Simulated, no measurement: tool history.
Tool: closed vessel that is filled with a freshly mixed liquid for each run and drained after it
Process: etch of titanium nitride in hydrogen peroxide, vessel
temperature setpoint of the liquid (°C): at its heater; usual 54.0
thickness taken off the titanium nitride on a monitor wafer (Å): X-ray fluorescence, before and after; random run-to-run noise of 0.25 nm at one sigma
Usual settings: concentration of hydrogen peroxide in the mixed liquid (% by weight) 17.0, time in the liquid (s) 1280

run	hour	temperature setpoint of the liquid (°C)	concentration of hydrogen peroxide in the mixed liquid (% by weight)	time in the liquid (s)	wafers since the last listed run	hours since the thermometer was replaced	hours since the peroxide flow meter was replaced	hours since the drum of peroxide was connected	hours since the gauge calibration	read-back film thickness of the titanium nitride reference wafer, read on the same gauge (nm)	thickness taken off the titanium nitride on a monitor wafer (Å)
1	0.0	54.0	15.5	1280	0	747.0	533.4	60.6	539.7	30.01	439.1
2	60.7	54.0	15.5	1280	2554	807.7	594.1	121.3	600.4	30.00	440.2
3	96.9	54.0	15.5	1280	1523	843.9	630.3	157.5	636.6	29.98	437.3
4	177.4	52.0	17.0	1280	3387	924.4	710.8	238.0	717.1	29.96	386.7
5	242.8	52.0	17.0	1280	2752	989.8	776.2	303.4	782.5	30.01	390.4
# hour 317.3: gauge calibrated
6	329.9	60.0	17.0	1280	3665	1076.9	863.3	390.5	12.6	29.97	685.0
7	401.3	54.0	17.0	1280	3004	1148.3	934.7	461.9	84.0	30.01	450.2
8	478.7	54.0	17.0	1280	3257	1225.7	1012.1	539.3	161.4	29.99	455.6
9	543.2	54.0	17.0	1280	2714	1290.2	1076.6	603.8	225.9	29.99	452.9
10	584.2	57.0	17.0	1280	1725	1331.2	1117.6	644.8	266.9	29.97	560.9
11	621.5	54.0	17.0	1885	1569	1368.5	1154.9	682.1	304.2	29.98	671.8
12	693.7	51.0	17.0	1280	3038	1440.7	1227.1	754.3	376.4	29.98	370.0
# hour 754.7: peroxide flow meter replaced
# hour 780.6: new drum of peroxide connected
13	794.9	54.0	17.0	635	4174	1541.9	40.2	14.3	477.6	29.99	224.8
# hour 804.4: thermometer replaced
14	841.3	54.0	17.0	1280	1910	36.9	86.6	60.7	524.0	30.00	437.4
15	921.1	54.0	21.0	1280	3358	116.7	166.4	140.5	603.8	30.01	460.8
16	1023.8	61.0	20.0	1515	4322	219.4	269.1	243.2	706.5	29.98	870.3

Subtracting, for every run, the result it would have given without the tool's unlogged condition from the measured result gives the following. The same run-to-run variation enters both numbers; the gauge's scatter may not:
Hidden state at play: liquid hotter than its thermometer reads (K); peroxide flow below the setpoint (%); peroxide weaker than its label (%); gauge reads high (%).
run	thickness taken off the titanium nitride on a monitor wafer (Å)
1	+11.3
2	+12.2
3	+12.5
4	+12.2
5	+13.1
6	+23.8
7	+17.1
8	+18.2
9	+19.0
10	+23.9
11	+30.0
12	+17.5
13	+11.1
14	+0.9
15	+2.2
16	+6.4
